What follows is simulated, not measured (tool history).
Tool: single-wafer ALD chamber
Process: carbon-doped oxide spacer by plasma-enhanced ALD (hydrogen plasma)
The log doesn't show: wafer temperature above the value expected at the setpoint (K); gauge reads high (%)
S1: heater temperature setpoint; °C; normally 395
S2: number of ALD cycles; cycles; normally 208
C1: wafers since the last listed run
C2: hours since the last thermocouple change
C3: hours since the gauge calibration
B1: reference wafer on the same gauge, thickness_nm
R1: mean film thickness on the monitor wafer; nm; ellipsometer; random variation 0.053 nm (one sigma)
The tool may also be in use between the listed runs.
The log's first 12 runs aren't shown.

{"run": 13, "hour": 747.4, "S1": 383, "S2": 208, "C1": 62, "C2": 370.5, "C3": 2793.8, "B1": 10.618, "R1": 9.968}
{"run": 14, "hour": 822.1, "S1": 395, "S2": 226, "C1": 137, "C2": 445.2, "C3": 2868.5, "B1": 10.578, "R1": 10.842}
{"hour": 826.6, "done": "gauge calibrated"}
{"run": 15, "hour": 937.3, "S1": 395, "S2": 208, "C1": 211, "C2": 560.4, "C3": 110.7, "B1": 10.606, "R1": 9.93}
{"run": 16, "hour": 1044.1, "S1": 395, "S2": 208, "C1": 196, "C2": 667.2, "C3": 217.5, "B1": 10.581, "R1": 9.992}
{"run": 17, "hour": 1115.8, "S1": 395, "S2": 208, "C1": 131, "C2": 738.9, "C3": 289.2, "B1": 10.599, "R1": 9.99}
{"run": 18, "hour": 1178.1, "S1": 381, "S2": 244, "C1": 114, "C2": 801.2, "C3": 351.5, "B1": 10.597, "R1": 11.834}
{"run": 19, "hour": 1247.6, "S1": 395, "S2": 197, "C1": 127, "C2": 870.7, "C3": 421, "B1": 10.633, "R1": 9.56}
{"run": 20, "hour": 1317.1, "S1": 406, "S2": 208, "C1": 127, "C2": 940.2, "C3": 490.5, "B1": 10.606, "R1": 9.895}
{"run": 21, "hour": 1358.7, "S1": 405, "S2": 177, "C1": 76, "C2": 981.8, "C3": 532.1, "B1": 10.604, "R1": 8.44}
{"run": 22, "hour": 1396.7, "S1": 388, "S2": 191, "C1": 69, "C2": 1019.8, "C3": 570.1, "B1": 10.573, "R1": 9.326}
{"run": 23, "hour": 1468.0, "S1": 405, "S2": 176, "C1": 131, "C2": 1091.1, "C3": 641.4, "B1": 10.583, "R1": 8.381}

Run 24 comes next. What will it give?
{"run": 24, "hour": 1530.9, "S1": 403, "S2": 178, "C1": 115, "C2": 1154, "C3": 704.3, "B1": "?", "R1": "?"}

Logged for run 24: B1 10.592, R1 8.5 nm.
With the hidden condition absent and the run-to-run variation left alone, this run would have shown R1 8.5 nm.

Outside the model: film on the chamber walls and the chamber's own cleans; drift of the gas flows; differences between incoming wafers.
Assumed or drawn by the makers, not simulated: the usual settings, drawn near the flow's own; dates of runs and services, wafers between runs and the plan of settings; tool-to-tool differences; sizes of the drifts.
